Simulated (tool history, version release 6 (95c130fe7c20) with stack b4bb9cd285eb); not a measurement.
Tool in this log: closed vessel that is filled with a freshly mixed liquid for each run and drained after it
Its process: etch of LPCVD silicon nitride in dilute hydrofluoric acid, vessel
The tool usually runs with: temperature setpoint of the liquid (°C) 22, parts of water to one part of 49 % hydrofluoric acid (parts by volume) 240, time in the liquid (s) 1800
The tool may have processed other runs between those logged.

run,hour,temperature setpoint of the liquid (°C),parts of water to one part of 49 % hydrofluoric acid (parts by volume),time in the liquid (s),wafers since the last listed run,hours since the thermometer was replaced,hours since the hydrofluoric acid flow meter was replaced,hours since the gauge calibration,"read-back film thickness of the LPCVD silicon nitride reference wafer, read on the same gauge (nm)",thickness taken off the LPCVD silicon nitride on a monitor wafer (angstrom)
1,0.0,22,240,1800,0,1249.3,879.9,35.1,119.991,31.78
2,14.3,22,240,1800,459,1263.6,894.2,49.4,120.009,32.01
3,31.7,22,240,1800,559,1281.0,911.6,66.8,119.953,32.43
4,45.1,22,240,1800,430,1294.4,925.0,80.2,119.989,32.02
5,56.0,22,240,1800,350,1305.3,935.9,91.1,119.958,31.91
6,70.2,22,240,1800,456,1319.5,950.1,105.3,120.017,31.93
7,87.4,22,240,1800,553,1336.7,967.3,122.5,119.996,32.22
# hour 95.4: hydrofluoric acid flow meter replaced
8,97.2,22,150,1800,283,1346.5,1.8,132.3,119.993,54.69
9,115.1,26,180,1125,575,1364.4,19.7,150.2,120.011,37.02
# hour 122.8: thermometer replaced
# hour 123.6: hydrofluoric acid flow meter replaced, repeated, since the last time left the tool worse
# hour 126.8: gauge calibrated
10,128.1,20,345,1285,360,5.3,4.5,1.3,120.028,13.07
11,143.3,22,240,1265,488,20.5,19.7,16.5,119.984,21.13
12,154.4,18,240,1800,357,31.6,30.8,27.6,120.021,22.88
13,169.9,25,320,2285,498,47.1,46.3,43.1,119.983,34.50
14,184.6,20,170,875,472,61.8,61.0,57.8,119.988,18.15
15,199.7,24,130,2855,485,76.9,76.1,72.9,120.022,99.34
16,217.3,22,240,1265,566,94.5,93.7,90.5,120.034,20.94

Exercise: give the hidden state of the tool at every run:
liquid hotter than its thermometer reads (K): 0 in every run
gauge reads high (%): 0 in every run
H1: hydrofluoric acid flow above the setpoint (%)
run,H1
1,7.43
2,7.54
3,7.68
4,7.78
5,7.86
6,7.97
7,8.11
8,15.4
9,15.5
10,0.135
11,0.252
12,0.338
13,0.457
14,0.57
15,0.686
16,0.822
